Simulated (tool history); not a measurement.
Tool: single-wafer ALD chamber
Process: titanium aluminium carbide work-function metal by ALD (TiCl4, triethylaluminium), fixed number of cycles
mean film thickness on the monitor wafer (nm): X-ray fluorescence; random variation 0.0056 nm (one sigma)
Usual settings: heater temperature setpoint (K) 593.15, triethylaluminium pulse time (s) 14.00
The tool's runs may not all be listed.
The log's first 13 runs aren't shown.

run   hour  heater temperature setpoint (K)  triethylaluminium pulse time (s)  read-back reference wafer on the same gauge, thickness_nm  mean film thickness on the monitor wafer (nm)
 14  212.3                           593.15                             14.00                                                      2.416                                          2.252
 15  226.3                           585.15                             16.46                                                      2.419                                          2.173
 16  242.4                           593.15                             14.00                                                      2.418                                          2.245
 17  259.4                           593.15                             14.00                                                      2.417                                          2.240
 18  267.3                           593.15                             14.00                                                      2.423                                          2.237
 19  280.2                           598.15                             12.54                                                      2.420                                          2.270
 20  292.1                           603.15                             15.67                                                      2.420                                          2.350
 21  301.7                           608.15                             16.75                                                      2.421                                          2.393
     318.8  -- thermocouple changed; heater temperature recalibrated
 22  319.3                           601.15                             16.05                                                      2.420                                          2.319
 23  328.4                           597.15                             10.16                                                      2.417                                          2.208
 24  345.8                           584.15                             11.96                                                      2.419                                          2.126
 25  361.7                           586.15                             14.00                                                      2.420                                          2.174
 26  371.4                           593.15                             14.00                                                      2.419                                          2.227
 27  388.8                           597.15                             19.57                                                      2.419                                          2.294
 28  405.2                           582.15                             17.48                                                      2.422                                          2.146
 29  412.0                           606.15                              8.59                                                      2.420                                          2.224
 30  427.9                           589.15                              9.89                                                      2.418                                          2.118
 31  439.9                           584.15                             18.05                                                      2.421                                          2.156
 32  452.2                           582.15                             15.52                                                      2.421                                          2.124

5 ways to go on from here, each from the tool as it stands after run 32. What would each give?
  A  452.6                           593.15                             14.00                                                          ?                                              ?
  B  452.6                           581.15                             14.00                                                          ?                                              ?
  C  452.6                           593.15                             11.11                                                          ?                                              ?
  D  452.6                           588.15                             16.44                                                          ?                                              ?
  E  452.6                           589.15                             17.09                                                          ?                                              ?

run  read-back reference wafer on the same gauge, thickness_nm  mean film thickness on the monitor wafer (nm)
  A                                                      2.423                                          2.213
  B                                                      2.423                                          2.101
  C                                                      2.423                                          2.169
  D                                                      2.423                                          2.185
  E                                                      2.423                                          2.198
Without the tool's hidden state the same runs would have given:
run  mean film thickness on the monitor wafer (nm)
  A                                          2.237
  B                                          2.124
  C                                          2.213
  D                                          2.199
  E                                          2.210

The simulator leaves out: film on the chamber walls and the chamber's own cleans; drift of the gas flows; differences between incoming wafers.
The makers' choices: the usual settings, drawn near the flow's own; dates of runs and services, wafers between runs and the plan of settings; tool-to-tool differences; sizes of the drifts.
